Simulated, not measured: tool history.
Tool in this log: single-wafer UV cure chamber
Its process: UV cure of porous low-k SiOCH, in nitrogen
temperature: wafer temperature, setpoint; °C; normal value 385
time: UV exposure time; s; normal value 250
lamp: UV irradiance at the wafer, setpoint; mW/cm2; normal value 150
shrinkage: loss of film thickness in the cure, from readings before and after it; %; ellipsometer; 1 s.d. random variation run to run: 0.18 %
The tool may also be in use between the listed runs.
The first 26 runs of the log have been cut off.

run      day  temperature  time  lamp  shrinkage
 27   78.979          401   250   150     16.249
 28   81.704          385   250   150     15.985
 29   84.162          398   195   181     15.838
 30   85.788          385   250   150     15.599
 31   88.454          374   145   150     12.768
 32   91.812          385   250   184     16.704
 33   94.083          385   335   119     16.074
 34   97.275          367   250   137     14.607
 35  101.342          395   335   186     18.457
     103.804  -- quartz window cleaned
 36  104.012          385   250   118     14.214
 37  107.296          396   350   114     16.356
 38  110.138          376   340   189     17.802
 39   112.25          376   205   122     12.987
 40  114.025          385   250   150     15.396
 41  118.362          385   305   150      16.58
 42  122.362          394   140   150      12.02
 43  124.525          367   250   137     14.034
 44  126.267          385   250   150     15.132
 45  128.258          385   250   150     14.937
 46    131.8          385   250   150     15.047
     135.742  -- quartz window cleaned
     137.588  -- UV bulbs replaced
 47  140.421          379   330   189     18.636

Forecast each of these 5 alternatives for the next run:
  A  140.438          385   250   110          ?
  B  140.438          385   380   139          ?
  C  140.438          397   115   166          ?
  D  140.438          385   110   188          ?
  E  140.438          385   380   150          ?

run  shrinkage
  A     13.887
  B     17.309
  C     12.283
  D     12.446
  E     17.717
Without the tool's unlogged condition, the same runs would have read:
run  shrinkage
  A     14.049
  B     17.479
  C     12.441
  D     12.604
  E     17.886
